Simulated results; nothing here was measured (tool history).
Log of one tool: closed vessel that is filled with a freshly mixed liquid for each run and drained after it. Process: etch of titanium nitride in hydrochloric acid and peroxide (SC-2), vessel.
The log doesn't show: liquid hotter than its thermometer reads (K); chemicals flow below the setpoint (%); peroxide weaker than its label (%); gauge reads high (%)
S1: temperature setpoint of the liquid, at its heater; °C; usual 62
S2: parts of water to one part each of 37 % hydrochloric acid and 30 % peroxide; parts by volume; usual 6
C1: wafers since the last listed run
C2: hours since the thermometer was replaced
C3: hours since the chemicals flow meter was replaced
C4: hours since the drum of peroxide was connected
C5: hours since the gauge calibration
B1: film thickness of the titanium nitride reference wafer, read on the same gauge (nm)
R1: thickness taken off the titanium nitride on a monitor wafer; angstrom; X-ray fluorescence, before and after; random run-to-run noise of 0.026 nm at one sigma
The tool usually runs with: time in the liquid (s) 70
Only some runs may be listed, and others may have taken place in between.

{"run": 1, "day": 0.0, "S1": 55.5, "S2": 4, "time in the liquid (s)": 70, "C1": 0, "C2": 762.9, "C3": 1079.3, "C4": 504.8, "C5": 936.5, "B1": 150.03, "R1": 49.1}
{"run": 2, "day": 0.692, "S1": 55.5, "S2": 4, "time in the liquid (s)": 70, "C1": 1818, "C2": 779.5, "C3": 1095.9, "C4": 521.4, "C5": 953.1, "B1": 150.01, "R1": 48.9}
{"run": 3, "day": 2.012, "S1": 55.5, "S2": 4, "time in the liquid (s)": 70, "C1": 3473, "C2": 811.2, "C3": 1127.6, "C4": 553.1, "C5": 984.8, "B1": 150.04, "R1": 49.2}
{"day": 2.112, "done": "gauge calibrated"}
{"run": 4, "day": 3.079, "S1": 62, "S2": 6, "time in the liquid (s)": 45, "C1": 2804, "C2": 836.8, "C3": 1153.2, "C4": 578.7, "C5": 23.2, "B1": 150.02, "R1": 35.5}
{"run": 5, "day": 3.721, "S1": 62, "S2": 6, "time in the liquid (s)": 45, "C1": 1687, "C2": 852.2, "C3": 1168.6, "C4": 594.1, "C5": 38.6, "B1": 149.99, "R1": 36}
{"day": 5.196, "done": "thermometer replaced"}
{"run": 6, "day": 5.212, "S1": 62, "S2": 5.5, "time in the liquid (s)": 70, "C1": 3812, "C2": 0.4, "C3": 1204.4, "C4": 629.9, "C5": 74.4, "B1": 150.02, "R1": 59.6}
{"run": 7, "day": 5.904, "S1": 62, "S2": 5.5, "time in the liquid (s)": 70, "C1": 1818, "C2": 17, "C3": 1221, "C4": 646.5, "C5": 91, "B1": 149.96, "R1": 59.1}
{"run": 8, "day": 6.425, "S1": 55.5, "S2": 6, "time in the liquid (s)": 70, "C1": 1369, "C2": 29.5, "C3": 1233.5, "C4": 659, "C5": 103.5, "B1": 149.99, "R1": 37.2}
{"run": 9, "day": 7.617, "S1": 55.5, "S2": 6, "time in the liquid (s)": 70, "C1": 3133, "C2": 58.1, "C3": 1262.1, "C4": 687.6, "C5": 132.1, "B1": 149.99, "R1": 36.9}
{"run": 10, "day": 8.154, "S1": 62, "S2": 6, "time in the liquid (s)": 45, "C1": 1413, "C2": 71, "C3": 1275, "C4": 700.5, "C5": 145, "B1": 150, "R1": 35.8}
{"run": 11, "day": 9.454, "S1": 62, "S2": 6, "time in the liquid (s)": 70, "C1": 3418, "C2": 102.2, "C3": 1306.2, "C4": 731.7, "C5": 176.2, "B1": 149.97, "R1": 55.3}
{"run": 12, "day": 10.658, "S1": 70, "S2": 4, "time in the liquid (s)": 50, "C1": 3166, "C2": 131.1, "C3": 1335.1, "C4": 760.6, "C5": 205.1, "B1": 150, "R1": 85.3}
{"run": 13, "day": 11.742, "S1": 57.5, "S2": 6, "time in the liquid (s)": 70, "C1": 2848, "C2": 157.1, "C3": 1361.1, "C4": 786.6, "C5": 231.1, "B1": 150.05, "R1": 42.2}
{"day": 12.342, "done": "new drum of peroxide connected"}
{"run": 14, "day": 12.362, "S1": 62, "S2": 6, "time in the liquid (s)": 70, "C1": 1522, "C2": 172, "C3": 1376, "C4": 0.5, "C5": 246, "B1": 149.99, "R1": 55.7}
{"run": 15, "day": 12.842, "S1": 62, "S2": 4, "time in the liquid (s)": 100, "C1": 1259, "C2": 183.5, "C3": 1387.5, "C4": 12, "C5": 257.5, "B1": 150.01, "R1": 105.8}
{"run": 16, "day": 14.033, "S1": 64.5, "S2": 7.5, "time in the liquid (s)": 70, "C1": 3133, "C2": 212.1, "C3": 1416.1, "C4": 40.6, "C5": 286.1, "B1": 150.01, "R1": 54.7}
{"day": 14.096, "done": "chemicals flow meter replaced"}
{"run": 17, "day": 15.154, "S1": 57, "S2": 4, "time in the liquid (s)": 60, "C1": 2837, "C2": 239, "C3": 25.4, "C4": 67.5, "C5": 313, "B1": 149.97, "R1": 46.4}
{"run": 18, "day": 15.7, "S1": 67.5, "S2": 8.5, "time in the liquid (s)": 70, "C1": 1435, "C2": 252.1, "C3": 38.5, "C4": 80.6, "C5": 326.1, "B1": 150.01, "R1": 59}
{"run": 19, "day": 16.854, "S1": 56, "S2": 4.5, "time in the liquid (s)": 35, "C1": 3034, "C2": 279.8, "C3": 66.2, "C4": 108.3, "C5": 353.8, "B1": 150, "R1": 23.3}
{"run": 20, "day": 17.988, "S1": 62, "S2": 6, "time in the liquid (s)": 30, "C1": 2980, "C2": 307, "C3": 93.4, "C4": 135.5, "C5": 381, "B1": 149.99, "R1": 23.9}
{"run": 21, "day": 19.458, "S1": 70.5, "S2": 4.5, "time in the liquid (s)": 70, "C1": 3867, "C2": 342.3, "C3": 128.7, "C4": 170.8, "C5": 416.3, "B1": 150, "R1": 114.4}
{"run": 22, "day": 21.267, "S1": 62, "S2": 6, "time in the liquid (s)": 70, "C1": 4755, "C2": 385.7, "C3": 172.1, "C4": 214.2, "C5": 459.7, "B1": 149.98, "R1": 55.6}
{"run": 23, "day": 22.325, "S1": 62, "S2": 6, "time in the liquid (s)": 70, "C1": 2782, "C2": 411.1, "C3": 197.5, "C4": 239.6, "C5": 485.1, "B1": 149.99, "R1": 56}
{"run": 24, "day": 23.321, "S1": 62, "S2": 6, "time in the liquid (s)": 70, "C1": 2618, "C2": 435, "C3": 221.4, "C4": 263.5, "C5": 509, "B1": 150.04, "R1": 56}
{"run": 25, "day": 23.904, "S1": 62, "S2": 7, "time in the liquid (s)": 70, "C1": 1533, "C2": 449, "C3": 235.4, "C4": 277.5, "C5": 523, "B1": 149.98, "R1": 49.3}
{"run": 26, "day": 24.688, "S1": 69.5, "S2": 4.5, "time in the liquid (s)": 90, "C1": 2059, "C2": 467.8, "C3": 254.2, "C4": 296.3, "C5": 541.8, "B1": 149.98, "R1": 137.9}
{"run": 27, "day": 25.458, "S1": 62, "S2": 6, "time in the liquid (s)": 70, "C1": 2026, "C2": 486.3, "C3": 272.7, "C4": 314.8, "C5": 560.3, "B1": 149.99, "R1": 56}
{"run": 28, "day": 26.404, "S1": 64.5, "S2": 6, "time in the liquid (s)": 85, "C1": 2487, "C2": 509, "C3": 295.4, "C4": 337.5, "C5": 583, "B1": 149.98, "R1": 78.6}
{"run": 29, "day": 27.654, "S1": 62, "S2": 6, "time in the liquid (s)": 70, "C1": 3286, "C2": 539, "C3": 325.4, "C4": 367.5, "C5": 613, "B1": 150, "R1": 55.4}

4 ways to go on from here, each from the tool as it stands after run 29. What would each give?
{"run": "A", "day": 27.683, "S1": 62, "S2": 6, "time in the liquid (s)": 60, "C1": 76, "C2": 539.7, "C3": 326.1, "C4": 368.2, "C5": 613.7, "B1": "?", "R1": "?"}
{"run": "B", "day": 27.683, "S1": 62, "S2": 6, "time in the liquid (s)": 35, "C1": 76, "C2": 539.7, "C3": 326.1, "C4": 368.2, "C5": 613.7, "B1": "?", "R1": "?"}
{"run": "C", "day": 27.683, "S1": 65.5, "S2": 7.5, "time in the liquid (s)": 70, "C1": 76, "C2": 539.7, "C3": 326.1, "C4": 368.2, "C5": 613.7, "B1": "?", "R1": "?"}
{"run": "D", "day": 27.683, "S1": 62, "S2": 7.5, "time in the liquid (s)": 70, "C1": 76, "C2": 539.7, "C3": 326.1, "C4": 368.2, "C5": 613.7, "B1": "?", "R1": "?"}

run=A B1=149.98 R1=48
run=B B1=149.98 R1=28
run=C B1=149.98 R1=58.4
run=D B1=149.98 R1=47.1
The same runs, with their run-to-run variation unchanged, on a tool lacking any hidden condition would have given:
run=A R1=48
run=B R1=28
run=C R1=58.4
run=D R1=47.1
